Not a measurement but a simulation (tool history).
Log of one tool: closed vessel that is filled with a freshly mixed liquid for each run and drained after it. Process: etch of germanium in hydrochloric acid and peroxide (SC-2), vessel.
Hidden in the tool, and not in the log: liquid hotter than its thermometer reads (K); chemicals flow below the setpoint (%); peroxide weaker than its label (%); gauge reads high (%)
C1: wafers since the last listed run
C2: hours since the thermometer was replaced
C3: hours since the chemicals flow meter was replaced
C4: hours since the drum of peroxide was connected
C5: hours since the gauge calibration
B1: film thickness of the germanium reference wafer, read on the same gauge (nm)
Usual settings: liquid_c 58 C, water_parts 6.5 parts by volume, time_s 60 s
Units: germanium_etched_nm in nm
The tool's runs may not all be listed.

run 1 hour=0 | liquid_c=58 water_parts=7.5 time_s=60 | C1=0 C2=1549.5 C3=930.9 C4=698.3 C5=1413.1 | B1=80.04 | germanium_etched_nm=181.86
-- hour=43.8 chemicals flow meter replaced
run 2 hour=68.4 | liquid_c=58 water_parts=7.5 time_s=60 | C1=7055 C2=1617.9 C3=24.6 C4=766.7 C5=1481.5 | B1=80 | germanium_etched_nm=183.49
run 3 hour=101.8 | liquid_c=58 water_parts=6.5 time_s=60 | C1=3496 C2=1651.3 C3=58 C4=800.1 C5=1514.9 | B1=80.01 | germanium_etched_nm=186.16
run 4 hour=127.4 | liquid_c=58 water_parts=6.5 time_s=60 | C1=2679 C2=1676.9 C3=83.6 C4=825.7 C5=1540.5 | B1=80.05 | germanium_etched_nm=186.14
run 5 hour=179.1 | liquid_c=58 water_parts=6.5 time_s=60 | C1=5411 C2=1728.6 C3=135.3 C4=877.4 C5=1592.2 | B1=79.98 | germanium_etched_nm=185.41
run 6 hour=237.4 | liquid_c=58 water_parts=4 time_s=60 | C1=6102 C2=1786.9 C3=193.6 C4=935.7 C5=1650.5 | B1=79.98 | germanium_etched_nm=189.04
run 7 hour=304 | liquid_c=58 water_parts=4 time_s=60 | C1=6971 C2=1853.5 C3=260.2 C4=1002.3 C5=1717.1 | B1=80 | germanium_etched_nm=189.5
run 8 hour=356.1 | liquid_c=58 water_parts=4 time_s=60 | C1=5453 C2=1905.6 C3=312.3 C4=1054.4 C5=1769.2 | B1=80.06 | germanium_etched_nm=189.95
run 9 hour=395 | liquid_c=58 water_parts=8 time_s=60 | C1=4071 C2=1944.5 C3=351.2 C4=1093.3 C5=1808.1 | B1=79.98 | germanium_etched_nm=182.82
run 10 hour=433.1 | liquid_c=58 water_parts=6.5 time_s=60 | C1=3988 C2=1982.6 C3=389.3 C4=1131.4 C5=1846.2 | B1=79.95 | germanium_etched_nm=185.37
run 11 hour=600.7 | liquid_c=61 water_parts=6.5 time_s=60 | C1=17543 C2=2150.2 C3=556.9 C4=1299 C5=2013.8 | B1=80 | germanium_etched_nm=204.45
-- hour=626.7 new drum of peroxide connected
run 12 hour=640.5 | liquid_c=61 water_parts=6.5 time_s=60 | C1=4061 C2=2190 C3=596.7 C4=13.8 C5=2053.6 | B1=79.99 | germanium_etched_nm=204.53
-- hour=670.8 gauge calibrated
run 13 hour=702.6 | liquid_c=58 water_parts=5 time_s=60 | C1=6500 C2=2252.1 C3=658.8 C4=75.9 C5=31.8 | B1=80.02 | germanium_etched_nm=188.07
run 14 hour=773.6 | liquid_c=58 water_parts=8.5 time_s=70 | C1=7431 C2=2323.1 C3=729.8 C4=146.9 C5=102.8 | B1=80 | germanium_etched_nm=214.13
run 15 hour=810 | liquid_c=58 water_parts=6.5 time_s=60 | C1=3810 C2=2359.5 C3=766.2 C4=183.3 C5=139.2 | B1=80.01 | germanium_etched_nm=186.73
run 16 hour=907.1 | liquid_c=63.5 water_parts=4 time_s=60 | C1=10163 C2=2456.6 C3=863.3 C4=280.4 C5=236.3 | B1=79.99 | germanium_etched_nm=225.46
run 17 hour=952.8 | liquid_c=58 water_parts=8.5 time_s=60 | C1=4783 C2=2502.3 C3=909 C4=326.1 C5=282 | B1=80.01 | germanium_etched_nm=184.91
-- hour=959.6 thermometer replaced
run 18 hour=982.9 | liquid_c=58 water_parts=6.5 time_s=30 | C1=3046 C2=23.3 C3=939.1 C4=356.2 C5=312.1 | B1=80.01 | germanium_etched_nm=89.66
run 19 hour=1047.7 | liquid_c=58 water_parts=6.5 time_s=70 | C1=6782 C2=88.1 C3=1003.9 C4=421 C5=376.9 | B1=80 | germanium_etched_nm=210
run 20 hour=1107.6 | liquid_c=58 water_parts=6.5 time_s=60 | C1=6270 C2=148 C3=1063.8 C4=480.9 C5=436.8 | B1=79.99 | germanium_etched_nm=180.36
-- hour=1109 chemicals flow meter replaced
run 21 hour=1149.5 | liquid_c=65.5 water_parts=5.5 time_s=75 | C1=4281 C2=189.9 C3=40.5 C4=522.8 C5=478.7 | B1=80.01 | germanium_etched_nm=284.88
run 22 hour=1209.9 | liquid_c=58 water_parts=6.5 time_s=60 | C1=6322 C2=250.3 C3=100.9 C4=583.2 C5=539.1 | B1=80 | germanium_etched_nm=181.42
run 23 hour=1280.8 | liquid_c=62 water_parts=6.5 time_s=75 | C1=7421 C2=321.2 C3=171.8 C4=654.1 C5=610 | B1=80 | germanium_etched_nm=255.23
run 24 hour=1341.9 | liquid_c=58 water_parts=4 time_s=50 | C1=6395 C2=382.3 C3=232.9 C4=715.2 C5=671.1 | B1=80 | germanium_etched_nm=153.41
run 25 hour=1378.4 | liquid_c=67 water_parts=6.5 time_s=60 | C1=3820 C2=418.8 C3=269.4 C4=751.7 C5=707.6 | B1=80.01 | germanium_etched_nm=235.16
run 26 hour=1415.4 | liquid_c=58 water_parts=6.5 time_s=45 | C1=3872 C2=455.8 C3=306.4 C4=788.7 C5=744.6 | B1=80.03 | germanium_etched_nm=136.18
run 27 hour=1443.4 | liquid_c=58 water_parts=6.5 time_s=60 | C1=2930 C2=483.8 C3=334.4 C4=816.7 C5=772.6 | B1=79.97 | germanium_etched_nm=182.91
run 28 hour=1505.6 | liquid_c=58 water_parts=6.5 time_s=60 | C1=6510 C2=546 C3=396.6 C4=878.9 C5=834.8 | B1=79.98 | germanium_etched_nm=180.99
run 29 hour=1541.3 | liquid_c=62.5 water_parts=9 time_s=50 | C1=3736 C2=581.7 C3=432.3 C4=914.6 C5=870.5 | B1=79.95 | germanium_etched_nm=169.12
run 30 hour=1594.7 | liquid_c=67.5 water_parts=4.5 time_s=90 | C1=5589 C2=635.1 C3=485.7 C4=968 C5=923.9 | B1=80.03 | germanium_etched_nm=367.69
run 31 hour=1632.6 | liquid_c=58 water_parts=4 time_s=60 | C1=3967 C2=673 C3=523.6 C4=1005.9 C5=961.8 | B1=80 | germanium_etched_nm=185.79

Forecast each of these 3 alternatives for the next run:
run A hour=1633.3 | liquid_c=58 water_parts=6.5 time_s=60 | C1=73 C2=673.7 C3=524.3 C4=1006.6 C5=962.5 | B1=? | germanium_etched_nm=?
run B hour=1633.3 | liquid_c=58 water_parts=6.5 time_s=85 | C1=73 C2=673.7 C3=524.3 C4=1006.6 C5=962.5 | B1=? | germanium_etched_nm=?
run C hour=1633.3 | liquid_c=48.5 water_parts=4 time_s=30 | C1=73 C2=673.7 C3=524.3 C4=1006.6 C5=962.5 | B1=? | germanium_etched_nm=?

run=A B1=80.01 germanium_etched_nm=181.39
run=B B1=80.01 germanium_etched_nm=256.97
run=C B1=80.01 germanium_etched_nm=68.3
Without the tool's hidden state the same runs would have given:
run=A germanium_etched_nm=178.18
run=B germanium_etched_nm=252.43
run=C germanium_etched_nm=66.99

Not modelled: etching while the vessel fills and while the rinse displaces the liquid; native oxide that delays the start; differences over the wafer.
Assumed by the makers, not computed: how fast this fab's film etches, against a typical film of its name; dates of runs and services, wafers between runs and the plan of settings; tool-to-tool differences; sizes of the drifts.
